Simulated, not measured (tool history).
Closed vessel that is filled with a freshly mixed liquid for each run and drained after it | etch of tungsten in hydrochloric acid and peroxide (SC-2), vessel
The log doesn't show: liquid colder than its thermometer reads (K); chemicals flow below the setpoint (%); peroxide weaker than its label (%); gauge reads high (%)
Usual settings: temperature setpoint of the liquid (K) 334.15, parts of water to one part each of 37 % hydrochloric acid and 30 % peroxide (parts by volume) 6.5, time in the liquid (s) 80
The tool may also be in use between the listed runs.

run   hour  temperature setpoint of the liquid (K)  parts of water to one part each of 37 % hydrochloric acid and 30 % peroxide (parts by volume)  time in the liquid (s)  wafers since the last listed run  hours since the thermometer was replaced  hours since the chemicals flow meter was replaced  hours since the drum of peroxide was connected  hours since the gauge calibration  read-back film thickness of the tungsten reference wafer, read on the same gauge (nm)  thickness taken off the tungsten on a monitor wafer (Å)
  1      0                                  334.15                                                                                            6.5                      80                                 0                                     554.9                                             1040.8                                           462.7                              109.4                                                                                  50.03                                                    443.1
  2   68.7                                  334.15                                                                                            6.5                      80                              5531                                     623.6                                             1109.5                                           531.4                              178.1                                                                                  50.01                                                    440.7
  3  127.7                                  334.15                                                                                            6.5                      80                              4750                                     682.6                                             1168.5                                           590.4                              237.1                                                                                  49.99                                                    442.7
  4  195.2                                  334.15                                                                                            8.5                      80                              5435                                     750.1                                               1236                                           657.9                              304.6                                                                                  50.02                                                      355
  5  260.5                                  334.15                                                                                            8.5                      80                              5258                                     815.4                                             1301.3                                           723.2                              369.9                                                                                  49.98                                                      354
  6  307.8                                  334.15                                                                                            6.5                      80                              3808                                     862.7                                             1348.6                                           770.5                              417.2                                                                                  49.97                                                    438.2
  7  379.5                                  334.15                                                                                              5                      55                              5773                                     934.4                                             1420.3                                           842.2                              488.9                                                                                  50.02                                                    363.9
  8  448.9                                  328.65                                                                                            6.5                      80                              5588                                    1003.8                                             1489.7                                           911.6                              558.3                                                                                     50                                                    308.1
     455.3  -- gauge calibrated
     474.3  -- thermometer replaced
  9  553.1                                  334.15                                                                                            7.5                      80                              8309                                      78.8                                             1593.9                                          1015.8                               97.8                                                                                  49.98                                                    385.4
     628.3  -- new drum of peroxide connected
 10  648.6                                  334.15                                                                                            6.5                      80                              7609                                     174.3                                             1689.4                                            20.3                              193.3                                                                                  50.01                                                    431.2
     661.4  -- chemicals flow meter replaced
 11  693.5                                  334.15                                                                                            6.5                      80                              3534                                     219.2                                               32.1                                            65.2                              238.2                                                                                  49.98                                                    466.9
 12  756.8                                  324.65                                                                                            6.5                      80                              5097                                     282.5                                               95.4                                           128.5                              301.5                                                                                  49.98                                                      254
 13  817.1                                  334.15                                                                                            6.5                      80                              4855                                     342.8                                              155.7                                           188.8                              361.8                                                                                  49.98                                                    463.9
 14  872.3                                  334.15                                                                                            7.5                      55                              4444                                       398                                              210.9                                             244                                417                                                                                  49.98                                                    286.7

4 ways to go on from here, each from the tool as it stands after run 14. What would each give?
  A   873                                  334.15                                                                                            6.5                      80                                56                                     398.7                                              211.6                                           244.7                              417.7                                                                                      ?                                                        ?
  B   873                                  330.15                                                                                              9                      45                                56                                     398.7                                              211.6                                           244.7                              417.7                                                                                      ?                                                        ?
  C   873                                  325.65                                                                                            6.5                      80                                56                                     398.7                                              211.6                                           244.7                              417.7                                                                                      ?                                                        ?
  D   873                                  334.15                                                                                            6.5                      95                                56                                     398.7                                              211.6                                           244.7                              417.7                                                                                      ?                                                        ?

run  read-back film thickness of the tungsten reference wafer, read on the same gauge (nm)  thickness taken off the tungsten on a monitor wafer (Å)
  A                                                                                     50                                                    464.5
  B                                                                                     50                                                    156.7
  C                                                                                     50                                                    269.6
  D                                                                                     50                                                    551.6
Without the tool's hidden state the same runs would have given:
run  thickness taken off the tungsten on a monitor wafer (Å)
  A                                                    469.8
  B                                                    158.6
  C                                                    272.7
  D                                                    557.9
